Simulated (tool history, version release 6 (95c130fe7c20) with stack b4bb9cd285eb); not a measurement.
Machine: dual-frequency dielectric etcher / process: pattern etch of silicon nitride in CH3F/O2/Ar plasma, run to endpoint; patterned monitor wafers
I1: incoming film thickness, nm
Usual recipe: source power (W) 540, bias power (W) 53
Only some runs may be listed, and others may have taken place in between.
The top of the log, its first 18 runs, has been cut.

run 19 day=34.488 | source_power_(W)=580 bias_power_(W)=57 | I1=43.94 | endpoint_time_(s)=65.5
run 20 day=35.800 | source_power_(W)=600 bias_power_(W)=66 | I1=43.82 | endpoint_time_(s)=61.5
run 21 day=38.558 | source_power_(W)=540 bias_power_(W)=47 | I1=43.89 | endpoint_time_(s)=69.6
run 22 day=40.588 | source_power_(W)=460 bias_power_(W)=53 | I1=43.80 | endpoint_time_(s)=69.5
-- day=42.404 wet clean of the chamber
-- day=44.242 upper electrode replaced
run 23 day=44.262 | source_power_(W)=430 bias_power_(W)=53 | I1=44.16 | endpoint_time_(s)=72.3
run 24 day=45.567 | source_power_(W)=600 bias_power_(W)=53 | I1=43.95 | endpoint_time_(s)=65.8
run 25 day=47.512 | source_power_(W)=590 bias_power_(W)=58 | I1=43.95 | endpoint_time_(s)=64.8
run 26 day=48.854 | source_power_(W)=540 bias_power_(W)=53 | I1=44.18 | endpoint_time_(s)=68.6
run 27 day=51.692 | source_power_(W)=620 bias_power_(W)=53 | I1=43.76 | endpoint_time_(s)=65.6
run 28 day=54.404 | source_power_(W)=540 bias_power_(W)=53 | I1=44.25 | endpoint_time_(s)=68.3
run 29 day=56.862 | source_power_(W)=540 bias_power_(W)=44 | I1=43.82 | endpoint_time_(s)=70.9
run 30 day=57.871 | source_power_(W)=590 bias_power_(W)=47 | I1=43.85 | endpoint_time_(s)=68.2
run 31 day=59.325 | source_power_(W)=500 bias_power_(W)=45 | I1=43.58 | endpoint_time_(s)=71.4
run 32 day=61.004 | source_power_(W)=540 bias_power_(W)=53 | I1=43.68 | endpoint_time_(s)=67.5

3 ways to go on from here, each from the tool as it stands after run 32. What would each give?
run A day=61.021 | source_power_(W)=650 bias_power_(W)=53 | I1=44.40 | endpoint_time_(s)=?
run B day=61.021 | source_power_(W)=660 bias_power_(W)=64 | I1=44.40 | endpoint_time_(s)=?
run C day=61.021 | source_power_(W)=540 bias_power_(W)=46 | I1=44.40 | endpoint_time_(s)=?

run=A endpoint_time_(s)=65.2
run=B endpoint_time_(s)=61.8
run=C endpoint_time_(s)=71.0
With no hidden state in the tool, these same runs would have given:
run=A endpoint_time_(s)=65.2
run=B endpoint_time_(s)=61.8
run=C endpoint_time_(s)=71.0
